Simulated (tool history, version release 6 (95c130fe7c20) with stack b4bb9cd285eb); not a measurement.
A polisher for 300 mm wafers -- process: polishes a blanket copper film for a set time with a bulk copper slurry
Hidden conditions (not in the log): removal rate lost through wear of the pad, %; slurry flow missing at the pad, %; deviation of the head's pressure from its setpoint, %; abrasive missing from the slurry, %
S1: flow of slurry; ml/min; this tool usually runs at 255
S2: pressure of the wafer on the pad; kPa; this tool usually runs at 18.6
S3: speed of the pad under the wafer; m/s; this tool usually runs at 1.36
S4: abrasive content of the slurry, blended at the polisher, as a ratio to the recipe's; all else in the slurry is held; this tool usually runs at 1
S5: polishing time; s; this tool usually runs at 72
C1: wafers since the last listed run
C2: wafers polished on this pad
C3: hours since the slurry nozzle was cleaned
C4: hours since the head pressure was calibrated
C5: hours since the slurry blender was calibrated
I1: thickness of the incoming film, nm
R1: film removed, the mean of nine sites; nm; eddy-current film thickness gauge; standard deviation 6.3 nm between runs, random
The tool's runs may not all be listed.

| run | hour | S1 | S2 | S3 | S4 | S5 | C1 | C2 | C3 | C4 | C5 | I1 | R1 |
|---|---|---|---|---|---|---|---|---|---|---|---|---|---|
| 1 | 0 | 255 | 18.6 | 0.98 | 1 | 72 | 0 | 641 | 357.6 | 1208.3 | 273.4 | 3082.9 | 742.7 |
|  | 27.6 | slurry nozzle cleaned |
| 2 | 82.2 | 255 | 18.6 | 0.98 | 1 | 72 | 569 | 1211 | 54.6 | 1290.5 | 355.6 | 3050.4 | 741.2 |
| 3 | 150.6 | 255 | 18.6 | 0.98 | 1 | 72 | 479 | 1691 | 123 | 1358.9 | 424 | 3080.5 | 744.1 |
|  | 186.7 | slurry blender recalibrated |
| 4 | 191.7 | 255 | 18.6 | 1.36 | 1 | 72 | 274 | 1965 | 164.1 | 1400 | 5 | 3049.7 | 1028.9 |
| 5 | 239.5 | 255 | 18.6 | 1.36 | 1 | 72 | 335 | 2301 | 211.9 | 1447.8 | 52.8 | 3079.3 | 1021.9 |
|  | 277.2 | worn pad replaced by a new one |
| 6 | 329.2 | 255 | 18.6 | 1.36 | 1 | 72 | 601 | 365 | 301.6 | 1537.5 | 142.5 | 3035.9 | 1027.4 |
|  | 340 | head pressure recalibrated |
| 7 | 401.6 | 255 | 18.6 | 1.36 | 1 | 72 | 494 | 859 | 374 | 61.6 | 214.9 | 3093.9 | 1022 |
|  | 468.4 | slurry nozzle cleaned |
| 8 | 497.9 | 255 | 18.6 | 1.36 | 1 | 72 | 668 | 1527 | 29.5 | 157.9 | 311.2 | 3076.2 | 1025.4 |
| 9 | 548.5 | 255 | 18.6 | 1.56 | 1 | 72 | 355 | 1882 | 80.1 | 208.5 | 361.8 | 3089.6 | 1166.9 |
| 10 | 603.6 | 255 | 18.6 | 1.56 | 1 | 72 | 386 | 2269 | 135.2 | 263.6 | 416.9 | 3121.4 | 1187.4 |
|  | 656.8 | slurry blender recalibrated |
|  | 691.4 | worn pad replaced by a new one |
| 11 | 709 | 255 | 18.6 | 1.36 | 1 | 72 | 697 | 123 | 240.6 | 369 | 52.2 | 3109.1 | 1020.1 |
| 12 | 808.5 | 290 | 18.6 | 1.36 | 1 | 50 | 698 | 821 | 340.1 | 468.5 | 151.7 | 3034.9 | 722.5 |
|  | 835.6 | slurry nozzle cleaned |
|  | 1125 | slurry blender recalibrated |
| 13 | 1126.3 | 255 | 14.5 | 1.36 | 0.85 | 72 | 2209 | 3030 | 290.7 | 786.3 | 1.3 | 3055.8 | 776.7 |
|  | 1170.1 | worn pad replaced by a new one |
|  | 1215.3 | slurry nozzle cleaned |
| 14 | 1401.7 | 315 | 13.1 | 0.94 | 1 | 59 | 1897 | 1618 | 186.4 | 1061.7 | 276.7 | 3129.9 | 416.4 |
| 15 | 1481.5 | 255 | 18.6 | 1.54 | 1 | 72 | 559 | 2178 | 266.2 | 1141.5 | 356.5 | 3147.6 | 1161 |
| 16 | 1540.3 | 255 | 18.6 | 1.36 | 1.25 | 72 | 412 | 2590 | 325 | 1200.3 | 415.3 | 3092.6 | 1073.2 |
|  | 1581.2 | slurry blender recalibrated |
|  | 1595.1 | head pressure recalibrated |
|  | 1614.4 | slurry nozzle cleaned |
|  | 1632.5 | worn pad replaced by a new one |
| 17 | 1743 | 255 | 13.1 | 1.7 | 1 | 91 | 1359 | 775 | 128.6 | 147.9 | 161.8 | 3109.5 | 1131.5 |
| 18 | 1828.3 | 255 | 18.6 | 1.36 | 1 | 72 | 598 | 1373 | 213.9 | 233.2 | 247.1 | 3134.4 | 1021.7 |
| 19 | 1875.7 | 290 | 18.6 | 1.36 | 1.2 | 72 | 332 | 1706 | 261.3 | 280.6 | 294.5 | 3117.9 | 1081.7 |
| 20 | 1968.8 | 255 | 18.6 | 1.5 | 1 | 52 | 653 | 2359 | 354.4 | 373.7 | 387.6 | 3085.7 | 815.2 |
|  | 1990.7 | slurry blender recalibrated |
|  | 1995.3 | worn pad replaced by a new one |
|  | 2013.5 | slurry nozzle cleaned |
| 21 | 2021 | 255 | 18.6 | 1.36 | 1 | 72 | 317 | 173 | 7.5 | 425.9 | 30.3 | 3086.2 | 1018.9 |
| 22 | 2059.9 | 180 | 18.6 | 1.36 | 1 | 72 | 272 | 446 | 46.4 | 464.8 | 69.2 | 3109.3 | 985 |
| 23 | 2127.2 | 330 | 18.6 | 0.92 | 0.9 | 84 | 472 | 918 | 113.7 | 532.1 | 136.5 | 3025.4 | 817.6 |

Hidden state at the last listed run before each entry between runs and at the first one after, where it differs:
In the gap between runs 1 and 2: slurry nozzle cleaned (hour 27.6)
  nothing in the hidden state changes from one run to the other
In the gap between runs 3 and 4: slurry blender recalibrated (hour 186.7)
  nothing in the hidden state changes from one run to the other
In the gap between runs 5 and 6: worn pad replaced by a new one (hour 277.2)
  nothing in the hidden state changes from one run to the other
In the gap between runs 6 and 7: head pressure recalibrated (hour 340)
  nothing in the hidden state changes from one run to the other
In the gap between runs 7 and 8: slurry nozzle cleaned (hour 468.4)
  nothing in the hidden state changes from one run to the other
In the gap between runs 10 and 11: slurry blender recalibrated (hour 656.8); worn pad replaced by a new one (hour 691.4)
  nothing in the hidden state changes from one run to the other
In the gap between runs 12 and 13: slurry nozzle cleaned (hour 835.6); slurry blender recalibrated (hour 1125)
  nothing in the hidden state changes from one run to the other
In the gap between runs 13 and 14: worn pad replaced by a new one (hour 1170.1); slurry nozzle cleaned (hour 1215.3)
  nothing in the hidden state changes from one run to the other
In the gap between runs 16 and 17: slurry blender recalibrated (hour 1581.2); head pressure recalibrated (hour 1595.1); slurry nozzle cleaned (hour 1614.4); worn pad replaced by a new one (hour 1632.5)
  nothing in the hidden state changes from one run to the other
In the gap between runs 20 and 21: slurry blender recalibrated (hour 1990.7); worn pad replaced by a new one (hour 1995.3); slurry nozzle cleaned (hour 2013.5)
  nothing in the hidden state changes from one run to the other
